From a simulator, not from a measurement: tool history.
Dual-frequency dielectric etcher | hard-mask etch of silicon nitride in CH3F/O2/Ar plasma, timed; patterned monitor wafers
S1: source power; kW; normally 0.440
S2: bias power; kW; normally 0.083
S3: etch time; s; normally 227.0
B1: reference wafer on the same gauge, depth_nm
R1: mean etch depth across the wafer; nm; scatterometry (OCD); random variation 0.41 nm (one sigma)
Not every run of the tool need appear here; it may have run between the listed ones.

| run | hour | S1 | S2 | S3 | B1 | R1 |
|---|---|---|---|---|---|---|
| 1 | 0.0 | 0.440 | 0.087 | 209.5 | 139.0 | 157.6 |
| 2 | 44.5 | 0.440 | 0.087 | 209.5 | 139.1 | 157.1 |
| 3 | 87.9 | 0.440 | 0.087 | 209.5 | 139.0 | 157.5 |
| 4 | 159.8 | 0.440 | 0.083 | 270.5 | 138.9 | 198.8 |
| 5 | 185.8 | 0.440 | 0.083 | 227.0 | 139.0 | 167.6 |
| 6 | 222.7 | 0.440 | 0.083 | 227.0 | 139.0 | 167.3 |
| 7 | 261.1 | 0.440 | 0.083 | 227.0 | 139.0 | 167.8 |
| 8 | 292.3 | 0.440 | 0.083 | 227.0 | 139.0 | 167.5 |
| 9 | 338.1 | 0.440 | 0.083 | 227.0 | 139.0 | 166.9 |
| 10 | 404.1 | 0.440 | 0.083 | 227.0 | 139.0 | 168.3 |
| 11 | 471.7 | 0.440 | 0.083 | 227.0 | 139.0 | 168.5 |
|  | 526.5 | wet clean of the chamber |
| 12 | 527.0 | 0.440 | 0.083 | 227.0 | 139.0 | 165.5 |
| 13 | 558.6 | 0.440 | 0.083 | 227.0 | 138.9 | 165.2 |
| 14 | 706.3 | 0.540 | 0.077 | 227.0 | 139.0 | 174.8 |
| 15 | 737.6 | 0.490 | 0.083 | 209.0 | 139.0 | 160.6 |
| 16 | 833.6 | 0.440 | 0.063 | 209.5 | 139.0 | 134.1 |
| 17 | 879.0 | 0.390 | 0.073 | 193.5 | 139.0 | 127.7 |
|  | 922.1 | gauge calibrated |
| 18 | 925.1 | 0.480 | 0.100 | 256.5 | 138.9 | 213.5 |
| 19 | 993.2 | 0.500 | 0.083 | 227.0 | 139.0 | 175.8 |
|  | 1028.0 | source power generator calibrated |
|  | 1033.4 | bias power generator calibrated |
|  | 1035.7 | upper electrode replaced |
|  | 1059.5 | wet clean of the chamber |
| 20 | 1060.0 | 0.390 | 0.073 | 227.0 | 139.0 | 148.5 |
| 21 | 1115.1 | 0.440 | 0.083 | 227.0 | 139.0 | 165.5 |
| 22 | 1177.4 | 0.440 | 0.083 | 227.0 | 139.0 | 166.0 |
| 23 | 1219.7 | 0.440 | 0.083 | 227.0 | 139.0 | 165.7 |
| 24 | 1265.8 | 0.440 | 0.083 | 227.0 | 139.0 | 166.4 |
| 25 | 1295.6 | 0.440 | 0.083 | 255.0 | 139.0 | 187.3 |
| 26 | 1335.2 | 0.440 | 0.083 | 227.0 | 139.0 | 166.8 |
| 27 | 1363.5 | 0.370 | 0.070 | 165.0 | 139.0 | 104.3 |

For some of the steps in R1 from one run to the next: how much would appear even if the tool had no hidden state, given the settings, what came in and random variation, and how much remains for the hidden state plus any gauge scatter that the measured result and the result without hidden state don't share?
Hidden conditions of the tool in this case: etch rate over this chamber's usual, %; source power that arrives over what is set, %; bias power that arrives over what is set, %; gauge reads high (%).
Run 11 -> 12: wet clean of the chamber. R1 -3.0 nm: hidden state -2.8, all else -0.2.
Run 17 -> 18: S1 0.390 -> 0.480, S2 0.073 -> 0.100, S3 193.5 -> 256.5, gauge calibrated. R1 +85.8 nm: hidden state +0.9, all else +84.9.
Run 19 -> 20: S1 0.500 -> 0.390, S2 0.083 -> 0.073, source power generator calibrated, bias power generator calibrated, upper electrode replaced, wet clean of the chamber. R1 -27.3 nm: hidden state -2.1, all else -25.2.
Run 26 -> 27: S1 0.440 -> 0.370, S2 0.083 -> 0.070, S3 227.0 -> 165.0. R1 -62.5 nm: hidden state -0.3, all else -62.2.
